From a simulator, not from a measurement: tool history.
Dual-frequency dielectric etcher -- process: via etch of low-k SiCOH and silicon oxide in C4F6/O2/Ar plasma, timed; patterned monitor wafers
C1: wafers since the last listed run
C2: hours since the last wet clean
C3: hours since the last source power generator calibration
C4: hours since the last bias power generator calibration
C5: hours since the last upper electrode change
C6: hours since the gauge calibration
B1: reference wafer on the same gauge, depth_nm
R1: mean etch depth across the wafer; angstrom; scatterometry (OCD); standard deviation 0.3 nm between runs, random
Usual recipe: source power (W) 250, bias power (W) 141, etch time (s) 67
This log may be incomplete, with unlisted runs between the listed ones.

Run 1, day 0: usual settings; C1 0; C2 334.4; C3 93.4; C4 3308.5; C5 456.9; C6 1143.8; B1 122. Result: R1 1441 angstrom.
Run 2, day 4.338: usual settings but source power (W) 270; C1 1295; C2 438.5; C3 197.5; C4 3412.6; C5 561; C6 1247.9; B1 122. Result: R1 1502 angstrom.
Run 3, day 7.238: usual settings but bias power (W) 155; C1 866; C2 508.1; C3 267.1; C4 3482.2; C5 630.6; C6 1317.5; B1 122. Result: R1 1498 angstrom.
Run 4, day 10.838: usual settings but etch time (s) 61; C1 1075; C2 594.5; C3 353.5; C4 3568.6; C5 717; C6 1403.9; B1 122. Result: R1 1301 angstrom.
Run 5, day 14.258: usual settings but etch time (s) 61; C1 1022; C2 676.6; C3 435.6; C4 3650.7; C5 799.1; C6 1486; B1 122. Result: R1 1298 angstrom.
At day 17.133: wet clean of the chamber.
Run 6, day 17.154: usual settings but source power (W) 220, etch time (s) 77; C1 566; C2 0.5; C3 505.1; C4 3720.2; C5 868.6; C6 1555.5; B1 122. Result: R1 1548 angstrom.
Run 7, day 19.329: usual settings; C1 649; C2 52.7; C3 557.3; C4 3772.4; C5 920.8; C6 1607.7; B1 122. Result: R1 1458 angstrom.
Run 8, day 20.858: usual settings; C1 456; C2 89.4; C3 594; C4 3809.1; C5 957.5; C6 1644.4; B1 122. Result: R1 1451 angstrom.
Run 9, day 22.85: usual settings; C1 595; C2 137.2; C3 641.8; C4 3856.9; C5 1005.3; C6 1692.2; B1 122. Result: R1 1455 angstrom.
Run 10, day 24.5: usual settings but bias power (W) 128; C1 492; C2 176.8; C3 681.4; C4 3896.5; C5 1044.9; C6 1731.8; B1 122. Result: R1 1395 angstrom.
Run 11, day 26.029: usual settings but bias power (W) 156; C1 456; C2 213.5; C3 718.1; C4 3933.2; C5 1081.6; C6 1768.5; B1 122. Result: R1 1516 angstrom.
Run 12, day 29.508: usual settings but source power (W) 200, bias power (W) 166, etch time (s) 59; C1 1039; C2 297; C3 801.6; C4 4016.7; C5 1165.1; C6 1852; B1 121.9. Result: R1 1189 angstrom.
Run 13, day 31.817: usual settings but source power (W) 290, bias power (W) 112, etch time (s) 49; C1 689; C2 352.4; C3 857; C4 4072.1; C5 1220.5; C6 1907.4; B1 122. Result: R1 1046 angstrom.
Run 14, day 33.338: usual settings but source power (W) 230, bias power (W) 154, etch time (s) 79.5; C1 454; C2 388.9; C3 893.5; C4 4108.6; C5 1257; C6 1943.9; B1 122. Result: R1 1692 angstrom.
Run 15, day 36.492: usual settings but source power (W) 300, bias power (W) 151, etch time (s) 60; C1 942; C2 464.6; C3 969.2; C4 4184.3; C5 1332.7; C6 2019.6; B1 121.9. Result: R1 1466 angstrom.
At day 38.225: bias power generator calibrated.
Run 16, day 40.267: usual settings but source power (W) 290, etch time (s) 56; C1 1078; C2 555.2; C3 1059.8; C4 49; C5 1423.3; C6 2110.2; B1 122. Result: R1 1305 angstrom.
At day 44: wet clean of the chamber.
Run 17, day 44.021: usual settings; C1 822; C2 0.5; C3 1149.9; C4 139.1; C5 1513.4; C6 2200.3; B1 122. Result: R1 1452 angstrom.
At day 45.046: gauge calibrated.
Run 18, day 46.654: usual settings but bias power (W) 118; C1 786; C2 63.7; C3 1213.1; C4 202.3; C5 1576.6; C6 38.6; B1 122.1. Result: R1 1348 angstrom.
Run 19, day 48.817: usual settings but bias power (W) 162; C1 646; C2 115.6; C3 1265; C4 254.2; C5 1628.5; C6 90.5; B1 122. Result: R1 1529 angstrom.
Run 20, day 52.238: usual settings; C1 1022; C2 197.7; C3 1347.1; C4 336.3; C5 1710.6; C6 172.6; B1 122. Result: R1 1444 angstrom.
Run 21, day 54.321: usual settings but source power (W) 270, bias power (W) 132; C1 622; C2 247.7; C3 1397.1; C4 386.3; C5 1760.6; C6 222.6; B1 122. Result: R1 1470 angstrom.
Run 22, day 56.625: usual settings; C1 688; C2 303; C3 1452.4; C4 441.6; C5 1815.9; C6 277.9; B1 122. Result: R1 1442 angstrom.
Run 23, day 60.529: usual settings but bias power (W) 172, etch time (s) 51.5; C1 1166; C2 396.7; C3 1546.1; C4 535.3; C5 1909.6; C6 371.6; B1 122. Result: R1 1201 angstrom.
Run 24, day 62.508: usual settings but bias power (W) 157; C1 591; C2 444.2; C3 1593.6; C4 582.8; C5 1957.1; C6 419.1; B1 122. Result: R1 1500 angstrom.
Run 25, day 64.317: usual settings but source power (W) 280, bias power (W) 171; C1 540; C2 487.6; C3 1637; C4 626.2; C5 2000.5; C6 462.5; B1 122. Result: R1 1653 angstrom.
Run 26, day 68.075: usual settings; C1 1122; C2 577.8; C3 1727.2; C4 716.4; C5 2090.7; C6 552.7; B1 122. Result: R1 1436 angstrom.
Run 27, day 71.675: usual settings; C1 1075; C2 664.2; C3 1813.6; C4 802.8; C5 2177.1; C6 639.1; B1 122. Result: R1 1427 angstrom.
Run 28, day 74.879: usual settings but etch time (s) 48; C1 957; C2 741.1; C3 1890.5; C4 879.7; C5 2254; C6 716; B1 122. Result: R1 1022 angstrom.
At day 76.879: wet clean of the chamber.
Run 29, day 77.783: usual settings; C1 568; C2 21.7; C3 1960.2; C4 949.4; C5 2323.7; C6 785.7; B1 122. Result: R1 1453 angstrom.
Run 30, day 81.192: usual settings but source power (W) 210, bias power (W) 153, etch time (s) 78; C1 1018; C2 103.5; C3 2042; C4 1031.2; C5 2405.5; C6 867.5; B1 122. Result: R1 1579 angstrom.

What if the next run were any one of these 3? Each begins from the tool's condition after run 30:
Run A, day 81.208: usual settings; C1 4; C2 103.9; C3 2042.4; C4 1031.6; C5 2405.9; C6 867.9; B1 ?. Result: R1 ?.
Run B, day 81.208: usual settings but source power (W) 270, etch time (s) 76; C1 4; C2 103.9; C3 2042.4; C4 1031.6; C5 2405.9; C6 867.9; B1 ?. Result: R1 ?.
Run C, day 81.208: usual settings but source power (W) 300, bias power (W) 111, etch time (s) 53.5; C1 4; C2 103.9; C3 2042.4; C4 1031.6; C5 2405.9; C6 867.9; B1 ?. Result: R1 ?.

run   B1    R1
  A  122  1453
  B  122  1723
  C  122  1168
Take away the tool's hidden state, keep each run's random variation, and the runs would have read:
run    R1
  A  1459
  B  1729
  C  1173

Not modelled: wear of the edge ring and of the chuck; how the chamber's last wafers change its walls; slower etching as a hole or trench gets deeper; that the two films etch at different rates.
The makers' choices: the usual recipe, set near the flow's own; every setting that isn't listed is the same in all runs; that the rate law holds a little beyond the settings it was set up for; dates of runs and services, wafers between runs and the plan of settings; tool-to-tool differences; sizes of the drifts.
